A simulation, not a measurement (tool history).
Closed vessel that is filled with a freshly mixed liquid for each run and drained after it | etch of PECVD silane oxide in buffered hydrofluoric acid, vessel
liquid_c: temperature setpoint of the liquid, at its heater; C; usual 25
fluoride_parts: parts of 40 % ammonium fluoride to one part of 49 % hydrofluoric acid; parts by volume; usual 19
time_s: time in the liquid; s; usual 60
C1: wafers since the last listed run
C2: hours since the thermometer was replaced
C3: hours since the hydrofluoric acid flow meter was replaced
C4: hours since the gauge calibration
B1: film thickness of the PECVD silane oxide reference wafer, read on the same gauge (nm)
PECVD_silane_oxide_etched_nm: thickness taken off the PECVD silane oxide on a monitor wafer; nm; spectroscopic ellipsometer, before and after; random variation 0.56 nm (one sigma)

{"run": 1, "hour": 0.0, "liquid_c": 25, "fluoride_parts": 19, "time_s": 60, "C1": 0, "C2": 1996.4, "C3": 1292, "C4": 191.9, "B1": 40.01, "PECVD_silane_oxide_etched_nm": 137.99}
{"run": 2, "hour": 7.0, "liquid_c": 25, "fluoride_parts": 19, "time_s": 60, "C1": 505, "C2": 2003.4, "C3": 1299, "C4": 198.9, "B1": 40, "PECVD_silane_oxide_etched_nm": 138.04}
{"run": 3, "hour": 18.0, "liquid_c": 25, "fluoride_parts": 19, "time_s": 60, "C1": 793, "C2": 2014.4, "C3": 1310, "C4": 209.9, "B1": 40, "PECVD_silane_oxide_etched_nm": 137.23}
{"run": 4, "hour": 25.4, "liquid_c": 25, "fluoride_parts": 19, "time_s": 60, "C1": 533, "C2": 2021.8, "C3": 1317.4, "C4": 217.3, "B1": 40.02, "PECVD_silane_oxide_etched_nm": 138.25}
{"run": 5, "hour": 38.7, "liquid_c": 25, "fluoride_parts": 19, "time_s": 60, "C1": 959, "C2": 2035.1, "C3": 1330.7, "C4": 230.6, "B1": 40, "PECVD_silane_oxide_etched_nm": 138.65}
{"run": 6, "hour": 54.2, "liquid_c": 21.5, "fluoride_parts": 19, "time_s": 60, "C1": 1118, "C2": 2050.6, "C3": 1346.2, "C4": 246.1, "B1": 39.99, "PECVD_silane_oxide_etched_nm": 113.44}
{"run": 7, "hour": 61.7, "liquid_c": 21.5, "fluoride_parts": 19, "time_s": 60, "C1": 541, "C2": 2058.1, "C3": 1353.7, "C4": 253.6, "B1": 40, "PECVD_silane_oxide_etched_nm": 114.8}
{"run": 8, "hour": 67.9, "liquid_c": 25, "fluoride_parts": 21.5, "time_s": 35, "C1": 447, "C2": 2064.3, "C3": 1359.9, "C4": 259.8, "B1": 40.01, "PECVD_silane_oxide_etched_nm": 72.58}
{"run": 9, "hour": 74.2, "liquid_c": 21.5, "fluoride_parts": 19, "time_s": 60, "C1": 454, "C2": 2070.6, "C3": 1366.2, "C4": 266.1, "B1": 40, "PECVD_silane_oxide_etched_nm": 113.43}
{"run": 10, "hour": 84.2, "liquid_c": 23.5, "fluoride_parts": 24.5, "time_s": 90, "C1": 721, "C2": 2080.6, "C3": 1376.2, "C4": 276.1, "B1": 40.01, "PECVD_silane_oxide_etched_nm": 158.75}
{"run": 11, "hour": 102.2, "liquid_c": 25, "fluoride_parts": 19, "time_s": 60, "C1": 1298, "C2": 2098.6, "C3": 1394.2, "C4": 294.1, "B1": 40.02, "PECVD_silane_oxide_etched_nm": 138.17}
{"run": 12, "hour": 119.3, "liquid_c": 25, "fluoride_parts": 19, "time_s": 60, "C1": 1233, "C2": 2115.7, "C3": 1411.3, "C4": 311.2, "B1": 39.97, "PECVD_silane_oxide_etched_nm": 138.22}
{"run": 13, "hour": 133.3, "liquid_c": 28.5, "fluoride_parts": 23, "time_s": 60, "C1": 1010, "C2": 2129.7, "C3": 1425.3, "C4": 325.2, "B1": 40, "PECVD_silane_oxide_etched_nm": 143.69}
{"run": 14, "hour": 145.0, "liquid_c": 25, "fluoride_parts": 13.5, "time_s": 45, "C1": 844, "C2": 2141.4, "C3": 1437, "C4": 336.9, "B1": 39.96, "PECVD_silane_oxide_etched_nm": 145.11}
{"hour": 157.9, "done": "gauge calibrated"}
{"run": 15, "hour": 159.4, "liquid_c": 22.5, "fluoride_parts": 19, "time_s": 50, "C1": 1038, "C2": 2155.8, "C3": 1451.4, "C4": 1.5, "B1": 39.98, "PECVD_silane_oxide_etched_nm": 101}
{"run": 16, "hour": 168.2, "liquid_c": 25, "fluoride_parts": 19, "time_s": 40, "C1": 634, "C2": 2164.6, "C3": 1460.2, "C4": 10.3, "B1": 39.98, "PECVD_silane_oxide_etched_nm": 92.35}
{"hour": 176.4, "done": "hydrofluoric acid flow meter replaced"}
{"run": 17, "hour": 177.4, "liquid_c": 28, "fluoride_parts": 14, "time_s": 45, "C1": 591, "C2": 2173.8, "C3": 1, "C4": 19.5, "B1": 40, "PECVD_silane_oxide_etched_nm": 166.14}
{"run": 18, "hour": 194.5, "liquid_c": 23.5, "fluoride_parts": 13, "time_s": 30, "C1": 1233, "C2": 2190.9, "C3": 18.1, "C4": 36.6, "B1": 39.97, "PECVD_silane_oxide_etched_nm": 93.93}
{"run": 19, "hour": 210.5, "liquid_c": 21, "fluoride_parts": 26.5, "time_s": 75, "C1": 1154, "C2": 2206.9, "C3": 34.1, "C4": 52.6, "B1": 40.01, "PECVD_silane_oxide_etched_nm": 110.32}
{"run": 20, "hour": 227.9, "liquid_c": 25, "fluoride_parts": 19, "time_s": 50, "C1": 1255, "C2": 2224.3, "C3": 51.5, "C4": 70, "B1": 40, "PECVD_silane_oxide_etched_nm": 116.51}
{"hour": 232.9, "done": "thermometer replaced"}
{"run": 21, "hour": 243.4, "liquid_c": 25, "fluoride_parts": 19, "time_s": 30, "C1": 1046, "C2": 10.5, "C3": 67, "C4": 85.5, "B1": 40.03, "PECVD_silane_oxide_etched_nm": 61.19}
{"run": 22, "hour": 257.3, "liquid_c": 21.5, "fluoride_parts": 19, "time_s": 60, "C1": 1002, "C2": 24.4, "C3": 80.9, "C4": 99.4, "B1": 40, "PECVD_silane_oxide_etched_nm": 101.71}
{"run": 23, "hour": 271.3, "liquid_c": 27.5, "fluoride_parts": 19, "time_s": 60, "C1": 1010, "C2": 38.4, "C3": 94.9, "C4": 113.4, "B1": 40, "PECVD_silane_oxide_etched_nm": 139.97}
{"run": 24, "hour": 284.3, "liquid_c": 20, "fluoride_parts": 14.5, "time_s": 75, "C1": 937, "C2": 51.4, "C3": 107.9, "C4": 126.4, "B1": 39.96, "PECVD_silane_oxide_etched_nm": 151.96}
{"run": 25, "hour": 293.9, "liquid_c": 28, "fluoride_parts": 14.5, "time_s": 35, "C1": 692, "C2": 61, "C3": 117.5, "C4": 136, "B1": 40, "PECVD_silane_oxide_etched_nm": 110.4}
{"run": 26, "hour": 303.2, "liquid_c": 25, "fluoride_parts": 19, "time_s": 60, "C1": 670, "C2": 70.3, "C3": 126.8, "C4": 145.3, "B1": 39.99, "PECVD_silane_oxide_etched_nm": 122.77}

The next listed run, before its measurement:
{"run": 27, "hour": 353.9, "liquid_c": 25, "fluoride_parts": 19, "time_s": 60, "C1": 3657, "C2": 121, "C3": 177.5, "C4": 196, "B1": "?", "PECVD_silane_oxide_etched_nm": "?"}

B1: 39.98
PECVD_silane_oxide_etched_nm: 122.87 nm
Without the tool's hidden state the same run would have given PECVD_silane_oxide_etched_nm 121.87 nm.

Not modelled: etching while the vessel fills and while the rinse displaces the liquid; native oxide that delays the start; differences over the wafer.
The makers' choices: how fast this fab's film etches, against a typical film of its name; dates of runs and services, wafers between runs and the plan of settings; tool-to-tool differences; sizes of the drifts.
